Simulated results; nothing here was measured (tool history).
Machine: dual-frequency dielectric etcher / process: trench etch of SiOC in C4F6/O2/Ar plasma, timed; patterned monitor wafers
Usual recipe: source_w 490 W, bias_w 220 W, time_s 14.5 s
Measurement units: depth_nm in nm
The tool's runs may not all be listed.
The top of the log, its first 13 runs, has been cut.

| run | hour | source_w | bias_w | time_s | wafers since the last listed run | hours since the last wet clean | hours since the last source power generator calibration | hours since the last bias power generator calibration | hours since the last upper electrode change | hours since the gauge calibration | read-back reference wafer on the same gauge, depth_nm | depth_nm |
|---|---|---|---|---|---|---|---|---|---|---|---|---|
|  | 599.2 | wet clean of the chamber |
|  | 741.3 | bias power generator calibrated |
| 14 | 770.7 | 490 | 220 | 14.5 | 3444 | 171.5 | 4342.5 | 29.4 | 296.1 | 311.4 | 39.62 | 35.84 |
| 15 | 811.8 | 490 | 220 | 14.5 | 836 | 212.6 | 4383.6 | 70.5 | 337.2 | 352.5 | 39.59 | 35.81 |
| 16 | 865.2 | 570 | 181 | 11.0 | 1087 | 266.0 | 4437.0 | 123.9 | 390.6 | 405.9 | 39.60 | 26.94 |
| 17 | 922.1 | 490 | 181 | 14.5 | 1158 | 322.9 | 4493.9 | 180.8 | 447.5 | 462.8 | 39.61 | 34.11 |
| 18 | 962.1 | 490 | 261 | 14.5 | 814 | 362.9 | 4533.9 | 220.8 | 487.5 | 502.8 | 39.60 | 37.70 |
|  | 999.5 | wet clean of the chamber |
| 19 | 1027.7 | 490 | 220 | 14.5 | 846 | 28.2 | 4599.5 | 286.4 | 553.1 | 568.4 | 39.61 | 36.01 |
| 20 | 1053.8 | 490 | 220 | 14.5 | 531 | 54.3 | 4625.6 | 312.5 | 579.2 | 594.5 | 39.62 | 36.14 |
| 21 | 1120.0 | 570 | 220 | 14.5 | 1347 | 120.5 | 4691.8 | 378.7 | 645.4 | 660.7 | 39.59 | 37.33 |
| 22 | 1191.1 | 430 | 238 | 11.0 | 1447 | 191.6 | 4762.9 | 449.8 | 716.5 | 731.8 | 39.60 | 27.13 |
| 23 | 1260.2 | 560 | 265 | 11.0 | 1406 | 260.7 | 4832.0 | 518.9 | 785.6 | 800.9 | 39.61 | 29.83 |
| 24 | 1306.6 | 490 | 220 | 14.5 | 944 | 307.1 | 4878.4 | 565.3 | 832.0 | 847.3 | 39.59 | 36.10 |
|  | 1325.1 | source power generator calibrated |
| 25 | 1333.1 | 490 | 220 | 14.5 | 458 | 333.6 | 8.0 | 591.8 | 858.5 | 873.8 | 39.59 | 36.10 |
| 26 | 1362.9 | 430 | 220 | 15.5 | 606 | 363.4 | 37.8 | 621.6 | 888.3 | 903.6 | 39.60 | 37.53 |
| 27 | 1408.8 | 570 | 220 | 14.5 | 934 | 409.3 | 83.7 | 667.5 | 934.2 | 949.5 | 39.59 | 37.47 |
|  | 1444.6 | wet clean of the chamber |
| 28 | 1470.0 | 550 | 198 | 12.5 | 757 | 25.4 | 144.9 | 728.7 | 995.4 | 1010.7 | 39.61 | 31.32 |
| 29 | 1528.3 | 490 | 182 | 16.0 | 1186 | 83.7 | 203.2 | 787.0 | 1053.7 | 1069.0 | 39.59 | 38.00 |
| 30 | 1689.7 | 530 | 235 | 11.0 | 3285 | 245.1 | 364.6 | 948.4 | 1215.1 | 1230.4 | 39.61 | 28.45 |
| 31 | 1716.6 | 430 | 242 | 12.5 | 547 | 272.0 | 391.5 | 975.3 | 1242.0 | 1257.3 | 39.60 | 31.19 |

Forecast each of these 3 alternatives for the next run:
| A | 1717.0 | 490 | 220 | 14.5 | 8 | 272.4 | 391.9 | 975.7 | 1242.4 | 1257.7 | ? | ? |
| B | 1717.0 | 450 | 204 | 12.5 | 8 | 272.4 | 391.9 | 975.7 | 1242.4 | 1257.7 | ? | ? |
| C | 1717.0 | 490 | 268 | 14.5 | 8 | 272.4 | 391.9 | 975.7 | 1242.4 | 1257.7 | ? | ? |

| run | read-back reference wafer on the same gauge, depth_nm | depth_nm |
|---|---|---|
| A | 39.59 | 36.38 |
| B | 39.59 | 30.14 |
| C | 39.59 | 38.43 |
What these runs would have given with no unlogged condition in the tool:
| run | depth_nm |
|---|---|
| A | 35.94 |
| B | 29.77 |
| C | 37.94 |
